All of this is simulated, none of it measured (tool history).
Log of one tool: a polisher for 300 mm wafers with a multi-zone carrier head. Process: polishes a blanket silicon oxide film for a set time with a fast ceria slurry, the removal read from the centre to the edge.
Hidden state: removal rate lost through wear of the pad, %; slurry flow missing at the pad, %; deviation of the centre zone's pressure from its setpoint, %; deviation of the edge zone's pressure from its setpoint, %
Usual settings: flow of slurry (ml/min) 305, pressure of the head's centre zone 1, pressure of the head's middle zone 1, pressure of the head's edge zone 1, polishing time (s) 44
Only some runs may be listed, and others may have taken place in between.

run	hour	flow of slurry (ml/min)	pressure of the head's centre zone	pressure of the head's middle zone	pressure of the head's edge zone	polishing time (s)	wafers since the last listed run	wafers polished on this pad	hours since the slurry nozzle was cleaned	hours since the centre zone pressure was calibrated	hours since the edge zone pressure was calibrated	hours since the carrier head's membrane was replaced	incoming thickness of the incoming film, nm	film removed at the wafer's centre (nm)	film removed at mid-radius (nm)	film removed at the wafer's edge (nm)
1	0	305	1	1	1	44	0	562	324	1321	417.4	1976	1614.8	534.4	563.1	577.8
2	14.8	305	1	1	1	44	192	755	338.8	1335.8	432.2	1990.8	1639.2	546	566.3	574.8
3	30.4	305	1	1	0.93	44	202	957	354.4	1351.4	447.8	2006.4	1615.4	533.2	556	554.4
4	40.1	305	1	1	0.93	44	126	1083	364.1	1361.1	457.5	2016.1	1607.2	544.2	573.4	551.6
5	51.5	305	1	1	1	44	148	1231	375.5	1372.5	468.9	2027.5	1620.1	543.6	565.3	571.3
# hour 60: worn pad replaced by a new one
6	68.9	305	1	1	1	44	174	115	392.9	1389.9	486.3	2044.9	1599.8	534	566.2	576.3
# hour 78.6: edge zone pressure recalibrated
7	82.1	305	1	1	1	44	145	260	406.1	1403.1	3.5	2058.1	1621.3	531.5	550.3	556.9
8	95.8	305	1	1	1	44	178	438	419.8	1416.8	17.2	2071.8	1590.8	528.4	556.8	565.8
# hour 100.1: centre zone pressure recalibrated
9	107.3	270	1	1	1	44	123	562	431.3	7.2	28.7	2083.3	1647	511	536.7	561.1
10	134.5	270	1	1	1	44	353	915	458.5	34.4	55.9	2110.5	1613.7	496.5	540.2	559.8
11	151.6	305	1	1	0.9	31	222	1137	475.6	51.5	73	2127.6	1602.5	366.9	386.4	377.9
# hour 165.1: worn pad replaced by a new one
12	166.2	305	1	1	1	44	137	14	490.2	66.1	87.6	2142.2	1631.5	509.1	544.9	546
13	177.6	305	1	1	0.91	44	148	162	501.6	77.5	99	2153.6	1603	506.6	545.1	534.5
# hour 187.4: slurry nozzle cleaned
# hour 187.6: carrier head's membrane replaced by a new one
14	188.1	305	1	1	1	37	121	284	0.7	88	109.5	0.5	1615.3	461.2	496.4	495.9
15	195	305	1.06	1	1.08	44	89	374	7.6	94.9	116.4	7.4	1638.3	589.2	579.2	610.6
16	201.8	400	1	0.91	1.09	44	88	462	14.4	101.7	123.2	14.2	1613.9	576.2	554	628
17	210.9	305	1	1	1	44	118	580	23.5	110.8	132.3	23.3	1623.5	553.4	582.8	585.8
18	218.3	305	1	1	1	44	96	676	30.9	118.2	139.7	30.7	1608.8	567.1	586.3	596.1
19	236.2	270	1	1	1	44	232	909	48.8	136.1	157.6	48.6	1616.2	566	567.5	566
20	254.1	350	1	1.1	0.93	44	232	1142	66.7	154	175.5	66.5	1616.2	571.5	641.8	573.8
21	262.1	375	1	1	1	44	103	1246	74.7	162	183.5	74.5	1630	572.4	600.7	600.3

List, for all runs, the conditions of the tool that the log does not record:
removal rate lost through wear of the pad, %: 0 in every run
deviation of the centre zone's pressure from its setpoint, %: 0 in every run
deviation of the edge zone's pressure from its setpoint, %: 0 in every run
H1: slurry flow missing at the pad, %
run	H1
1	19.7
2	21.3
3	23.1
4	24.2
5	25.6
6	27.7
7	29.4
8	31.3
9	32.8
10	36.8
11	39.3
12	41.6
13	43.4
14	0.301
15	0.31
16	0.334
17	0.39
18	0.455
19	0.685
20	1.02
21	1.2

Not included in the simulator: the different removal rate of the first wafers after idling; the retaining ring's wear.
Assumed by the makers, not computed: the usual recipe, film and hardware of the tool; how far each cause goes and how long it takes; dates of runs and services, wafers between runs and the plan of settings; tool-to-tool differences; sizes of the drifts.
